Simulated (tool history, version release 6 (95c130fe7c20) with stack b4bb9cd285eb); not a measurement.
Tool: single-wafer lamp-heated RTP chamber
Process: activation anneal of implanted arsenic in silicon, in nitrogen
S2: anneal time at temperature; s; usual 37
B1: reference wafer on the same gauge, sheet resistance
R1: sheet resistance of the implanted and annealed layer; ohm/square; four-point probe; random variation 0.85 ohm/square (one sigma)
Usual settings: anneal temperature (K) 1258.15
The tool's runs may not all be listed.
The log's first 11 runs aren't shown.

Run 12, hour 971.9: usual settings but S2 28 s; B1 176.05. Result: R1 165.17 ohm/square.
At hour 1008.2: pyrometer window cleaned and pyrometer calibrated.
At hour 1013.6: reflector plate cleaned.
Run 13, hour 1053.5: usual settings but S2 28 s; B1 176.44. Result: R1 164.06 ohm/square.
Run 14, hour 1375.4: usual settings but S2 28 s; B1 176.16. Result: R1 165.36 ohm/square.
Run 15, hour 1413.9: usual settings but S2 43 s; B1 176.36. Result: R1 152 ohm/square.
Run 16, hour 1515.6: usual settings but S2 43 s; B1 176.61. Result: R1 152.08 ohm/square.
Run 17, hour 1560: usual settings; B1 176.46. Result: R1 158.01 ohm/square.
At hour 1585.5: pyrometer window cleaned and pyrometer calibrated.
At hour 1587.3: reflector plate cleaned.
Run 18, hour 1639.7: usual settings but anneal temperature (K) 1243.15, S2 47 s; B1 176.43. Result: R1 165.87 ohm/square.
Run 19, hour 1677: usual settings but S2 51 s; B1 176.22. Result: R1 147.24 ohm/square.
Run 20, hour 1738.1: usual settings but anneal temperature (K) 1229.15, S2 27 s; B1 176.67. Result: R1 193.97 ohm/square.
Run 21, hour 1840.6: usual settings; B1 177.1. Result: R1 157.14 ohm/square.
At hour 1921.1: gauge calibrated.
Run 22, hour 1944.6: usual settings but anneal temperature (K) 1269.15, S2 19 s; B1 168.36. Result: R1 158.91 ohm/square.
Run 23, hour 1996.5: usual settings but anneal temperature (K) 1272.15, S2 48 s; B1 168.67. Result: R1 131.31 ohm/square.
At hour 2081.8: reflector plate cleaned.
Run 24, hour 2097.7: usual settings; B1 169.87. Result: R1 151.19 ohm/square.
Run 25, hour 2170.6: usual settings but anneal temperature (K) 1277.15; B1 170.12. Result: R1 135.74 ohm/square.
At hour 2194: pyrometer window cleaned and pyrometer calibrated.
Run 26, hour 2240.9: usual settings but anneal temperature (K) 1228.15, S2 55 s; B1 170.81. Result: R1 169.02 ohm/square.
Run 27, hour 2288.9: usual settings but S2 29 s; B1 171.06. Result: R1 158.12 ohm/square.
Run 28, hour 2371.9: usual settings; B1 171.77. Result: R1 151.71 ohm/square.
Run 29, hour 2410.4: usual settings but anneal temperature (K) 1273.15, S2 16 s; B1 171.68. Result: R1 162.23 ohm/square.
Run 30, hour 2455.9: usual settings but S2 44 s; B1 172.08. Result: R1 149.49 ohm/square.
Run 31, hour 2554.3: usual settings; B1 172.81. Result: R1 153.76 ohm/square.
Run 32, hour 2602: usual settings; B1 173.16. Result: R1 153.42 ohm/square.
At hour 2683: reflector plate cleaned.
Run 33, hour 2683.5: usual settings but anneal temperature (K) 1283.15, S2 59 s; B1 173.02. Result: R1 122.74 ohm/square.
Run 34, hour 2719.3: usual settings; B1 173.18. Result: R1 153.43 ohm/square.
At hour 2802.5: pyrometer window cleaned and pyrometer calibrated.
Run 35, hour 2823.8: usual settings but anneal temperature (K) 1276.15; B1 173.91. Result: R1 138.21 ohm/square.

Forecast each of these 5 alternatives for the next run:
Run A, hour 2824.2: usual settings; B1 ?. Result: R1 ?.
Run B, hour 2824.2: usual settings but anneal temperature (K) 1284.15, S2 18 s; B1 ?. Result: R1 ?.
Run C, hour 2824.2: usual settings but anneal temperature (K) 1274.15, S2 25 s; B1 ?. Result: R1 ?.
Run D, hour 2824.2: usual settings but anneal temperature (K) 1266.15; B1 ?. Result: R1 ?.
Run E, hour 2824.2: usual settings but anneal temperature (K) 1278.15, S2 56 s; B1 ?. Result: R1 ?.

run      B1      R1
  A  173.84   154.3
  B  173.84  152.27
  C  173.84  151.33
  D  173.84  147.21
  E  173.84   127.3
Without the tool's hidden state the same runs would have given:
run      R1
  A  149.14
  B  147.17
  C  146.27
  D  142.28
  E  123.05
